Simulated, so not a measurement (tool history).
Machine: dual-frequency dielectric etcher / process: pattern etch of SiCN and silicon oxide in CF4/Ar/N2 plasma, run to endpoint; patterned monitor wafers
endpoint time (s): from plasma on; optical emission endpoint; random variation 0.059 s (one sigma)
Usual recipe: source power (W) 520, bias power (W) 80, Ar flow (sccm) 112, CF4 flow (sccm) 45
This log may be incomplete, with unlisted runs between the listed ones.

| run | hour | source power (W) | bias power (W) | Ar flow (sccm) | CF4 flow (sccm) | incoming incoming film thickness, nm | endpoint time (s) |
|---|---|---|---|---|---|---|---|
| 1 | 0.0 | 480 | 91 | 98 | 45 | 14.51 | 16.8 |
|  | 53.9 | wet clean of the chamber |
| 2 | 54.4 | 520 | 80 | 112 | 45 | 14.41 | 15.7 |
| 3 | 57.0 | 520 | 80 | 112 | 54 | 14.69 | 15.9 |
| 4 | 80.4 | 520 | 80 | 95 | 40 | 14.41 | 15.8 |
| 5 | 101.5 | 520 | 80 | 112 | 45 | 14.59 | 16.1 |
| 6 | 113.7 | 460 | 60 | 95 | 35 | 14.46 | 18.9 |
| 7 | 135.0 | 600 | 80 | 112 | 52 | 14.42 | 13.8 |
|  | 160.2 | Ar flow controller replaced |
| 8 | 168.8 | 610 | 73 | 112 | 51 | 14.51 | 14.0 |
| 9 | 189.1 | 520 | 90 | 140 | 45 | 14.56 | 16.2 |
| 10 | 206.9 | 520 | 80 | 112 | 45 | 14.56 | 16.1 |
|  | 214.3 | bias power generator calibrated |
| 11 | 222.2 | 520 | 80 | 112 | 45 | 14.30 | 15.9 |
| 12 | 234.5 | 440 | 99 | 93 | 49 | 14.39 | 17.3 |
| 13 | 256.8 | 520 | 80 | 112 | 45 | 14.53 | 16.3 |
|  | 282.5 | upper electrode replaced |
| 14 | 283.0 | 490 | 65 | 128 | 35 | 14.61 | 18.6 |
| 15 | 300.9 | 520 | 80 | 112 | 45 | 14.35 | 16.1 |
| 16 | 316.3 | 560 | 80 | 112 | 45 | 14.32 | 15.0 |
| 17 | 351.7 | 620 | 80 | 137 | 54 | 14.45 | 13.9 |
| 18 | 365.0 | 630 | 75 | 112 | 51 | 14.55 | 13.7 |
| 19 | 389.2 | 520 | 85 | 112 | 45 | 14.54 | 16.3 |
| 20 | 410.5 | 520 | 80 | 119 | 48 | 14.52 | 16.4 |
| 21 | 444.2 | 520 | 80 | 112 | 51 | 14.30 | 15.9 |
| 22 | 472.8 | 590 | 80 | 133 | 45 | 14.51 | 14.9 |
| 23 | 487.4 | 520 | 80 | 112 | 45 | 14.55 | 16.5 |
| 24 | 521.5 | 520 | 80 | 112 | 45 | 14.58 | 16.5 |

Below are 4 alternative next runs, each starting from the tool's condition after run 24. Predict each:
| A | 521.9 | 520 | 80 | 112 | 45 | 14.39 | ? |
| B | 521.9 | 440 | 72 | 130 | 36 | 14.39 | ? |
| C | 521.9 | 550 | 67 | 86 | 45 | 14.39 | ? |
| D | 521.9 | 520 | 80 | 139 | 45 | 14.39 | ? |

| run | endpoint time (s) |
|---|---|
| A | 16.4 |
| B | 20.2 |
| C | 15.6 |
| D | 16.8 |
With no hidden state in the tool, these same runs would have given:
| run | endpoint time (s) |
|---|---|
| A | 15.8 |
| B | 19.5 |
| C | 15.1 |
| D | 16.3 |
